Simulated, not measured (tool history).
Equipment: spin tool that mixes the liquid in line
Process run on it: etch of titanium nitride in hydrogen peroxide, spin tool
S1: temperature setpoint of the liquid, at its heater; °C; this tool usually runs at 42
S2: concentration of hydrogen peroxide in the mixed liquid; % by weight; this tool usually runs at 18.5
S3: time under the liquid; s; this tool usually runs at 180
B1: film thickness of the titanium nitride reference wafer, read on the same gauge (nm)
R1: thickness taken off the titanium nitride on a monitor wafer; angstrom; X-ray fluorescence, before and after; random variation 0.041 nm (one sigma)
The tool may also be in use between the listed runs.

| run | hour | S1 | S2 | S3 | B1 | R1 |
|---|---|---|---|---|---|---|
| 1 | 0 | 42 | 18.5 | 180 | 100.04 | 86 |
| 2 | 44 | 42 | 18.5 | 180 | 100.01 | 86.6 |
| 3 | 89.2 | 33 | 23 | 75 | 100.02 | 18.6 |
| 4 | 118.1 | 42 | 18.5 | 180 | 100 | 86.2 |
| 5 | 183.9 | 34.5 | 18.5 | 180 | 100.03 | 48.3 |
| 6 | 229.5 | 35.5 | 22.5 | 90 | 99.98 | 27.1 |
| 7 | 301.1 | 46.5 | 18.5 | 180 | 100.01 | 120.7 |
|  | 338.3 | gauge calibrated |
| 8 | 372 | 42 | 18.5 | 180 | 100 | 86.9 |
| 9 | 430.1 | 38.5 | 18.5 | 180 | 100.03 | 66.6 |
|  | 459.6 | heated supply line repaired |
|  | 460.1 | peroxide flow meter replaced |
| 10 | 484.7 | 42 | 18.5 | 180 | 100.02 | 84 |
|  | 493.7 | thermometer replaced |
| 11 | 542.5 | 42 | 18.5 | 180 | 100.01 | 84.4 |
|  | 557.5 | new drum of peroxide connected |
| 12 | 614.4 | 42 | 18.5 | 180 | 99.99 | 84.1 |
| 13 | 674.1 | 42 | 18.5 | 180 | 100.02 | 84.7 |
| 14 | 702.3 | 42 | 13 | 180 | 100.02 | 78.8 |
| 15 | 748.8 | 34 | 15 | 120 | 99.99 | 28.9 |
| 16 | 947.7 | 42 | 18.5 | 180 | 100.01 | 84.9 |
| 17 | 1004.8 | 42 | 18.5 | 180 | 100.03 | 84.3 |
| 18 | 1076 | 47 | 14.5 | 90 | 100 | 58.4 |
| 19 | 1256.1 | 32 | 18.5 | 180 | 99.97 | 39 |
| 20 | 1288.7 | 37.5 | 17 | 180 | 100 | 58.8 |
| 21 | 1350.4 | 42 | 18.5 | 180 | 100.02 | 85.6 |
|  | 1353.9 | new drum of peroxide connected |
| 22 | 1407.6 | 46.5 | 18.5 | 250 | 100 | 166.3 |
|  | 1420.7 | thermometer replaced |
| 23 | 1431.8 | 38.5 | 23 | 215 | 100 | 81.5 |
| 24 | 1462.5 | 42 | 15 | 100 | 99.97 | 45.2 |
| 25 | 1499.9 | 51.5 | 24 | 255 | 100 | 258.1 |

Forecast each of these 4 alternatives for the next run:
| A | 1500.4 | 42 | 18.5 | 115 | ? | ? |
| B | 1500.4 | 37 | 16 | 215 | ? | ? |
| C | 1500.4 | 42 | 23.5 | 180 | ? | ? |
| D | 1500.4 | 46 | 18.5 | 75 | ? | ? |

| run | B1 | R1 |
|---|---|---|
| A | 99.99 | 54.9 |
| B | 99.99 | 67.6 |
| C | 99.99 | 90.4 |
| D | 99.99 | 48.3 |
Without the tool's unlogged condition, the same runs would have read:
| run | R1 |
|---|---|
| A | 54.1 |
| B | 66.7 |
| C | 89.2 |
| D | 47.6 |
